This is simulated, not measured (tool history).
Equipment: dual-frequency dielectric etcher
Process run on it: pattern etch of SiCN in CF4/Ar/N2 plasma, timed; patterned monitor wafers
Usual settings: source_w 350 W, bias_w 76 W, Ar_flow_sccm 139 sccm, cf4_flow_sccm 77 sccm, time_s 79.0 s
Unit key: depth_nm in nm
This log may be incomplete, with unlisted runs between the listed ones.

run    hour  source_w  bias_w  Ar_flow_sccm  cf4_flow_sccm  time_s  read-back reference wafer on the same gauge, depth_nm  depth_nm
  1     0.0       350      76           139             77    79.0                                                   45.2      51.1
       44.7  -- upper electrode replaced
  2    98.9       260      83           139             86    86.0                                                   45.2      49.2
      159.8  -- wet clean of the chamber
  3   195.7       350      76           139             77    79.0                                                   45.2      49.5
      258.8  -- bias power generator calibrated
  4   271.3       350      62           139             77    79.0                                                   45.2      46.5
      345.5  -- source power generator calibrated
  5   346.0       350      76           150             77    98.5                                                   45.2      61.3
  6   415.4       270      76           139             77    97.5                                                   45.2      53.1
  7   467.9       410      76           122             77    79.0                                                   45.2      57.2
  8   527.2       350      76           139             77    79.0                                                   45.3      50.8
      603.4  -- CF4 flow controller replaced
  9   631.2       350      76           139             77    79.0                                                   45.2      50.6
 10   733.9       350      69           139             77    79.0                                                   45.2      49.3
      809.1  -- Ar flow controller replaced
      811.4  -- wet clean of the chamber
 11   811.9       350      63           109             87    79.0                                                   45.2      49.6
 12   891.2       280      76           105             71    94.0                                                   45.2      53.4
 13   953.7       350      76           149             77    60.0                                                   45.3      37.5
 14  1013.1       350      76           139             77    79.0                                                   45.2      49.7
 15  1077.3       300      94           139             85    79.0                                                   45.2      50.0
 16  1151.4       260      83           139             86    86.0                                                   45.2      47.9
 17  1230.4       350      76           139             77    79.0                                                   45.2      51.0
 18  1393.0       280      76           139             77    58.5                                                   45.1      33.1
 19  1471.9       350      76           139             83    95.5                                                   45.3      62.8
     1524.3  -- wet clean of the chamber
 20  1524.8       330      76           139             77    60.0                                                   45.2      36.3

5 options for the next run, each taken on its own from the tool as it stands now. Forecast them:
  A  1525.2       350      76           139             77    79.0                                                      ?         ?
  B  1525.2       350      76           139             77    63.5                                                      ?         ?
  C  1525.2       300      76           139             77    79.0                                                      ?         ?
  D  1525.2       270      76           114             70    79.0                                                      ?         ?
  E  1525.2       310      76           139             77    79.0                                                      ?         ?

run  read-back reference wafer on the same gauge, depth_nm  depth_nm
  A                                                   45.2      49.8
  B                                                   45.2      40.0
  C                                                   45.2      45.3
  D                                                   45.2      43.8
  E                                                   45.2      46.2
With the hidden condition removed and each run's random variation left untouched, the same runs would have given:
run  depth_nm
  A      49.9
  B      40.1
  C      45.4
  D      43.8
  E      46.3

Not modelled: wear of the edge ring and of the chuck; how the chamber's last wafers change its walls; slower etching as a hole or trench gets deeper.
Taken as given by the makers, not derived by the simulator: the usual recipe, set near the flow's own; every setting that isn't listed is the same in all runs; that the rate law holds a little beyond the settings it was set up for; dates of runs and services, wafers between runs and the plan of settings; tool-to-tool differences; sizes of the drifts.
